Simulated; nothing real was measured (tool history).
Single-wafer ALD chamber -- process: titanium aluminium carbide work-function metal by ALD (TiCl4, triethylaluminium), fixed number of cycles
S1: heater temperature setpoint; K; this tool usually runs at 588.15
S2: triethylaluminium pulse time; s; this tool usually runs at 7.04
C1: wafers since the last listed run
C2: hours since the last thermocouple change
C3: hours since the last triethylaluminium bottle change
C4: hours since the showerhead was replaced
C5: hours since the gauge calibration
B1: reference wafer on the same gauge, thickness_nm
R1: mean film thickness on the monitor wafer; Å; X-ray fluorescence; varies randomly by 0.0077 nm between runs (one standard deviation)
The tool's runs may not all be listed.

Run 1, hour 0.0: usual settings but S2 5.08 s; C1 0; C2 1365.4; C3 394.7; C4 1438.1; C5 1070.2; B1 1.869. Result: R1 19.53 Å.
Run 2, hour 102.3: usual settings but S2 5.08 s; C1 1451; C2 1467.7; C3 497.0; C4 1540.4; C5 1172.5; B1 1.870. Result: R1 19.26 Å.
Run 3, hour 151.7: usual settings; C1 700; C2 1517.1; C3 546.4; C4 1589.8; C5 1221.9; B1 1.871. Result: R1 21.31 Å.
Run 4, hour 204.0: usual settings; C1 742; C2 1569.4; C3 598.7; C4 1642.1; C5 1274.2; B1 1.870. Result: R1 21.19 Å.
Run 5, hour 252.5: usual settings but S2 4.88 s; C1 688; C2 1617.9; C3 647.2; C4 1690.6; C5 1322.7; B1 1.870. Result: R1 19.04 Å.
Run 6, hour 291.5: usual settings but S2 4.88 s; C1 553; C2 1656.9; C3 686.2; C4 1729.6; C5 1361.7; B1 1.867. Result: R1 19.00 Å.
Run 7, hour 379.2: usual settings but S2 8.32 s; C1 1244; C2 1744.6; C3 773.9; C4 1817.3; C5 1449.4; B1 1.868. Result: R1 21.95 Å.
Run 8, hour 419.8: usual settings; C1 576; C2 1785.2; C3 814.5; C4 1857.9; C5 1490.0; B1 1.871. Result: R1 21.30 Å.
Run 9, hour 516.3: usual settings but S2 8.27 s; C1 1369; C2 1881.7; C3 911.0; C4 1954.4; C5 1586.5; B1 1.870. Result: R1 21.85 Å.
Run 10, hour 570.6: usual settings; C1 770; C2 1936.0; C3 965.3; C4 2008.7; C5 1640.8; B1 1.870. Result: R1 21.03 Å.
Run 11, hour 630.3: usual settings but S2 5.01 s; C1 847; C2 1995.7; C3 1025.0; C4 2068.4; C5 1700.5; B1 1.871. Result: R1 19.06 Å.
Run 12, hour 732.7: usual settings but S2 5.01 s; C1 1452; C2 2098.1; C3 1127.4; C4 2170.8; C5 1802.9; B1 1.869. Result: R1 19.07 Å.
Run 13, hour 824.8: usual settings; C1 1306; C2 2190.2; C3 1219.5; C4 2262.9; C5 1895.0; B1 1.866. Result: R1 21.09 Å.
Run 14, hour 894.8: usual settings; C1 993; C2 2260.2; C3 1289.5; C4 2332.9; C5 1965.0; B1 1.867. Result: R1 21.07 Å.
Run 15, hour 954.2: usual settings but S1 577.15 K, S2 4.96 s; C1 842; C2 2319.6; C3 1348.9; C4 2392.3; C5 2024.4; B1 1.867. Result: R1 18.22 Å.
Run 16, hour 1057.3: usual settings but S1 600.15 K, S2 5.03 s; C1 1462; C2 2422.7; C3 1452.0; C4 2495.4; C5 2127.5; B1 1.868. Result: R1 19.93 Å.
At hour 1138.1: thermocouple changed; heater temperature recalibrated.
Run 17, hour 1142.1: usual settings but S1 584.15 K, S2 7.85 s; C1 1089; C2 4.0; C3 1536.8; C4 2580.2; C5 2212.3; B1 1.873. Result: R1 21.40 Å.
Run 18, hour 1238.4: usual settings but S1 599.15 K, S2 4.49 s; C1 1366; C2 100.3; C3 1633.1; C4 2676.5; C5 2308.6; B1 1.870. Result: R1 18.96 Å.
Run 19, hour 1276.0: usual settings; C1 533; C2 137.9; C3 1670.7; C4 2714.1; C5 2346.2; B1 1.869. Result: R1 20.91 Å.
At hour 1299.9: triethylaluminium bottle replaced.
Run 20, hour 1365.5: usual settings; C1 1156; C2 227.4; C3 65.6; C4 2803.6; C5 2435.7; B1 1.868. Result: R1 21.60 Å.
At hour 1412.6: gauge calibrated.
Run 21, hour 1414.5: usual settings but S1 596.15 K, S2 9.24 s; C1 695; C2 276.4; C3 114.6; C4 2852.6; C5 1.9; B1 1.872. Result: R1 23.36 Å.
At hour 1481.9: showerhead replaced, of another model than before.
Run 22, hour 1512.2: usual settings; C1 1272; C2 374.1; C3 212.3; C4 30.3; C5 99.6; B1 1.873. Result: R1 21.59 Å.
Run 23, hour 1754.2: usual settings; C1 3433; C2 616.1; C3 454.3; C4 272.3; C5 341.6; B1 1.870. Result: R1 21.50 Å.
Run 24, hour 1835.2: usual settings but S1 594.15 K, S2 5.02 s; C1 1149; C2 697.1; C3 535.3; C4 353.3; C5 422.6; B1 1.870. Result: R1 20.76 Å.
Run 25, hour 1885.4: usual settings but S1 580.15 K, S2 7.77 s; C1 712; C2 747.3; C3 585.5; C4 403.5; C5 472.8; B1 1.872. Result: R1 21.08 Å.
Run 26, hour 1930.3: usual settings but S1 594.15 K; C1 637; C2 792.2; C3 630.4; C4 448.4; C5 517.7; B1 1.868. Result: R1 21.85 Å.
Run 27, hour 1971.8: usual settings; C1 588; C2 833.7; C3 671.9; C4 489.9; C5 559.2; B1 1.874. Result: R1 21.32 Å.
Run 28, hour 2076.1: usual settings but S1 580.15 K; C1 1479; C2 938.0; C3 776.2; C4 594.2; C5 663.5; B1 1.870. Result: R1 20.61 Å.

Branching from run 28: 4 alternative next runs. What would each branch give?
Run A, hour 2076.5: usual settings but S2 6.04 s; C1 5; C2 938.4; C3 776.6; C4 594.6; C5 663.9; B1 ?. Result: R1 ?.
Run B, hour 2076.5: usual settings but S1 577.15 K, S2 7.95 s; C1 5; C2 938.4; C3 776.6; C4 594.6; C5 663.9; B1 ?. Result: R1 ?.
Run C, hour 2076.5: usual settings but S2 4.35 s; C1 5; C2 938.4; C3 776.6; C4 594.6; C5 663.9; B1 ?. Result: R1 ?.
Run D, hour 2076.5: usual settings but S2 4.55 s; C1 5; C2 938.4; C3 776.6; C4 594.6; C5 663.9; B1 ?. Result: R1 ?.

run     B1     R1
  A  1.867  21.10
  B  1.867  21.04
  C  1.867  20.11
  D  1.867  20.24
Stripped of hidden state, with their random variation kept, the same runs would have yielded:
run     R1
  A  21.42
  B  21.30
  C  20.49
  D  20.62

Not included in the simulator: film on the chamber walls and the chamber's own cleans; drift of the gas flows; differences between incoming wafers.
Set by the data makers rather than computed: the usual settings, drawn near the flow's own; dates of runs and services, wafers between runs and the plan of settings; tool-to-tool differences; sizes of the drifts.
